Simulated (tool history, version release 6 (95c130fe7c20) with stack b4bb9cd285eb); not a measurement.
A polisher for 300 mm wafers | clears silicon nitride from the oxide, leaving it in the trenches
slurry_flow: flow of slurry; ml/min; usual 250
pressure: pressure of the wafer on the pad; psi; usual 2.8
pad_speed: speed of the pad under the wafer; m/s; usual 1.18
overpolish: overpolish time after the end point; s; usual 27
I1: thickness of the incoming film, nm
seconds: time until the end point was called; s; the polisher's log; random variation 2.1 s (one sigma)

run 1 day=0.000 | slurry_flow=250 pressure=3.5 pad_speed=1.18 overpolish=27 | I1=171.3 | seconds=147.0
run 2 day=0.504 | slurry_flow=250 pressure=3.5 pad_speed=1.18 overpolish=27 | I1=167.4 | seconds=142.2
-- day=1.162 worn pad replaced by a new one
run 3 day=4.708 | slurry_flow=250 pressure=3.5 pad_speed=1.18 overpolish=27 | I1=173.0 | seconds=156.4
run 4 day=6.088 | slurry_flow=250 pressure=2.8 pad_speed=1.44 overpolish=27 | I1=168.2 | seconds=156.4
-- day=6.938 worn pad replaced by a new one
run 5 day=7.267 | slurry_flow=250 pressure=2.8 pad_speed=1.44 overpolish=27 | I1=171.9 | seconds=165.0
run 6 day=8.417 | slurry_flow=250 pressure=2.8 pad_speed=1.18 overpolish=27 | I1=169.4 | seconds=193.9
run 7 day=9.838 | slurry_flow=250 pressure=2.8 pad_speed=1.48 overpolish=27 | I1=170.7 | seconds=159.9
run 8 day=11.212 | slurry_flow=250 pressure=2.8 pad_speed=1.48 overpolish=27 | I1=167.7 | seconds=156.3
-- day=11.346 head pressure recalibrated
run 9 day=12.354 | slurry_flow=250 pressure=2.8 pad_speed=1.18 overpolish=27 | I1=167.4 | seconds=171.5
run 10 day=13.133 | slurry_flow=325 pressure=3.6 pad_speed=1.36 overpolish=36 | I1=171.8 | seconds=113.8
-- day=13.562 worn pad replaced by a new one
run 11 day=14.150 | slurry_flow=200 pressure=3.3 pad_speed=1.04 overpolish=27 | I1=170.9 | seconds=176.5
run 12 day=14.742 | slurry_flow=250 pressure=3.5 pad_speed=1.18 overpolish=27 | I1=170.6 | seconds=141.3
-- day=15.625 slurry nozzle cleaned
run 13 day=16.004 | slurry_flow=250 pressure=2.8 pad_speed=0.86 overpolish=27 | I1=170.1 | seconds=214.5
run 14 day=17.021 | slurry_flow=285 pressure=3.4 pad_speed=1.18 overpolish=27 | I1=169.8 | seconds=132.6
run 15 day=17.867 | slurry_flow=250 pressure=2.8 pad_speed=1.18 overpolish=27 | I1=170.2 | seconds=166.7
run 16 day=18.742 | slurry_flow=250 pressure=2.8 pad_speed=1.18 overpolish=36 | I1=170.0 | seconds=168.7
-- day=18.921 worn pad replaced by a new one
run 17 day=19.758 | slurry_flow=250 pressure=1.9 pad_speed=0.90 overpolish=34 | I1=170.5 | seconds=308.2
run 18 day=21.517 | slurry_flow=250 pressure=2.8 pad_speed=1.18 overpolish=27 | I1=172.8 | seconds=174.5
run 19 day=22.317 | slurry_flow=170 pressure=2.8 pad_speed=1.18 overpolish=34 | I1=172.8 | seconds=190.4

Forecast each of these 3 alternatives for the next run:
run A day=22.338 | slurry_flow=250 pressure=2.8 pad_speed=1.18 overpolish=27 | I1=168.9 | seconds=?
run B day=22.338 | slurry_flow=250 pressure=2.8 pad_speed=1.00 overpolish=27 | I1=168.9 | seconds=?
run C day=22.338 | slurry_flow=220 pressure=2.8 pad_speed=1.44 overpolish=27 | I1=168.9 | seconds=?

run=A seconds=169.6
run=B seconds=195.4
run=C seconds=145.7
Without the tool's hidden state the same runs would have given:
run=A seconds=157.0
run=B seconds=180.9
run=C seconds=133.9
